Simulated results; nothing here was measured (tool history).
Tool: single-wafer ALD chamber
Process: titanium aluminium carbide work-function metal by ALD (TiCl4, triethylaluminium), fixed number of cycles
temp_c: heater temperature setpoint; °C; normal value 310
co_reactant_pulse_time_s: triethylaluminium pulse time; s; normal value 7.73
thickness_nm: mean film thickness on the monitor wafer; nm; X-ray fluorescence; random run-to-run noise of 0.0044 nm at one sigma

run	hour	temp_c	co_reactant_pulse_time_s	read-back reference wafer on the same gauge, thickness_nm	thickness_nm
1	0	310	5.43	1.891	1.562
# hour 6.4: gauge calibrated
2	23.9	310	5.43	1.891	1.555
3	36.4	300	7.73	1.891	1.614
4	70	300	7.73	1.888	1.614
5	98.8	300	7.73	1.89	1.614
6	132.8	310	7.73	1.89	1.665
7	165.6	310	7.73	1.89	1.668
8	184.1	310	7.73	1.892	1.679
9	213.1	310	7.73	1.89	1.67
10	245.2	310	7.73	1.892	1.671
# hour 254.5: showerhead replaced
11	277.3	305	5.27	1.889	1.517
12	303.9	304	6.62	1.891	1.588
# hour 334.3: gauge calibrated
13	379	322	5.89	1.889	1.658
# hour 387.7: thermocouple changed; heater temperature recalibrated
14	397.3	310	7.73	1.888	1.676
15	419.8	310	7.73	1.89	1.671
# hour 428.3: triethylaluminium bottle replaced
16	449.4	310	7.73	1.89	1.742

What does the tool deliver on the next run?
17	480.4	306	6.05	?	?

{"run 17": {"read-back reference wafer on the same gauge, thickness_nm": 1.891, "thickness_nm": 1.642}}
If the tool had no hidden condition, the same run with the same run-to-run variation would have returned thickness_nm 1.658 nm.
